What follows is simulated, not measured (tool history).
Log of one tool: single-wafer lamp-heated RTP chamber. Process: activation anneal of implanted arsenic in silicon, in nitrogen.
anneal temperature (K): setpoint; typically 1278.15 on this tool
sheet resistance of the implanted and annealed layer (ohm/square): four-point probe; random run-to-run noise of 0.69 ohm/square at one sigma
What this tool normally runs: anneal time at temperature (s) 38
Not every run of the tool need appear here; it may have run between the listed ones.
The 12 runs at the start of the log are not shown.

| run | hour | anneal temperature (K) | anneal time at temperature (s) | wafers since the last listed run | wafers since the last pyrometer calibration | wafers since the reflector plate was cleaned | hours since the gauge calibration | read-back reference wafer on the same gauge, sheet resistance | sheet resistance of the implanted and annealed layer (ohm/square) |
|---|---|---|---|---|---|---|---|---|---|
| 13 | 332.3 | 1300.15 | 18 | 347 | 2897 | 2743 | 705.9 | 446.67 | 467.40 |
| 14 | 364.5 | 1256.15 | 30 | 490 | 3388 | 3234 | 738.1 | 447.10 | 469.79 |
| 15 | 388.5 | 1278.15 | 38 | 365 | 3753 | 3600 | 762.1 | 447.47 | 466.68 |
|  | 400.0 | gauge calibrated |
|  | 412.2 | pyrometer window cleaned and pyrometer calibrated |
|  | 426.5 | reflector plate cleaned |
| 16 | 427.0 | 1261.15 | 38 | 343 | 104 | 7 | 27.0 | 441.89 | 461.93 |
| 17 | 441.2 | 1291.15 | 53 | 216 | 320 | 224 | 41.2 | 441.98 | 458.29 |
| 18 | 453.8 | 1278.15 | 38 | 192 | 512 | 416 | 53.8 | 442.02 | 461.11 |
| 19 | 467.1 | 1303.15 | 20 | 202 | 715 | 619 | 67.1 | 442.03 | 461.23 |
| 20 | 501.0 | 1286.15 | 51 | 516 | 1232 | 1135 | 101.0 | 442.12 | 458.18 |
| 21 | 519.1 | 1288.15 | 18 | 275 | 1508 | 1411 | 119.1 | 442.13 | 463.38 |
| 22 | 535.8 | 1278.15 | 22 | 254 | 1762 | 1666 | 135.8 | 442.32 | 463.04 |
| 23 | 563.3 | 1278.15 | 52 | 419 | 2182 | 2085 | 163.3 | 442.13 | 460.26 |
| 24 | 599.1 | 1250.15 | 52 | 545 | 2728 | 2631 | 199.1 | 442.41 | 461.75 |
| 25 | 634.8 | 1256.15 | 16 | 544 | 3272 | 3176 | 234.8 | 442.74 | 465.63 |
| 26 | 651.4 | 1261.15 | 48 | 253 | 3525 | 3429 | 251.4 | 442.67 | 462.74 |
|  | 676.0 | pyrometer window cleaned and pyrometer calibrated |
| 27 | 684.1 | 1278.15 | 38 | 376 | 123 | 3805 | 284.1 | 443.03 | 462.10 |
| 28 | 715.9 | 1278.15 | 38 | 484 | 608 | 4290 | 315.9 | 443.06 | 461.65 |
| 29 | 736.0 | 1298.15 | 60 | 306 | 915 | 4597 | 336.0 | 443.27 | 456.13 |
|  | 754.0 | reflector plate cleaned |
| 30 | 777.3 | 1278.15 | 38 | 507 | 1422 | 355 | 377.3 | 443.53 | 463.88 |
| 31 | 810.7 | 1303.15 | 45 | 509 | 1932 | 864 | 410.7 | 443.89 | 458.57 |
| 32 | 834.7 | 1258.15 | 19 | 365 | 2298 | 1230 | 434.7 | 444.15 | 467.68 |
| 33 | 863.0 | 1250.15 | 22 | 431 | 2729 | 1661 | 463.0 | 444.32 | 467.76 |
|  | 892.1 | pyrometer window cleaned and pyrometer calibrated |
| 34 | 895.8 | 1301.15 | 16 | 378 | 56 | 2039 | 495.8 | 444.80 | 466.31 |
| 35 | 918.5 | 1278.15 | 19 | 346 | 402 | 2385 | 518.5 | 445.16 | 468.19 |
| 36 | 931.4 | 1295.15 | 30 | 196 | 599 | 2582 | 531.4 | 445.44 | 463.78 |

4 ways to go on from here, each from the tool as it stands after run 36. What would each give?
| A | 931.8 | 1278.15 | 38 | 6 | 605 | 2588 | 531.8 | ? | ? |
| B | 931.8 | 1288.15 | 57 | 6 | 605 | 2588 | 531.8 | ? | ? |
| C | 931.8 | 1255.15 | 20 | 6 | 605 | 2588 | 531.8 | ? | ? |
| D | 931.8 | 1289.15 | 58 | 6 | 605 | 2588 | 531.8 | ? | ? |

| run | read-back reference wafer on the same gauge, sheet resistance | sheet resistance of the implanted and annealed layer (ohm/square) |
|---|---|---|
| A | 445.26 | 464.77 |
| B | 445.26 | 461.19 |
| C | 445.26 | 468.62 |
| D | 445.26 | 460.92 |
Without the tool's hidden state the same runs would have given:
| run | sheet resistance of the implanted and annealed layer (ohm/square) |
|---|---|
| A | 460.29 |
| B | 456.75 |
| C | 464.11 |
| D | 456.49 |

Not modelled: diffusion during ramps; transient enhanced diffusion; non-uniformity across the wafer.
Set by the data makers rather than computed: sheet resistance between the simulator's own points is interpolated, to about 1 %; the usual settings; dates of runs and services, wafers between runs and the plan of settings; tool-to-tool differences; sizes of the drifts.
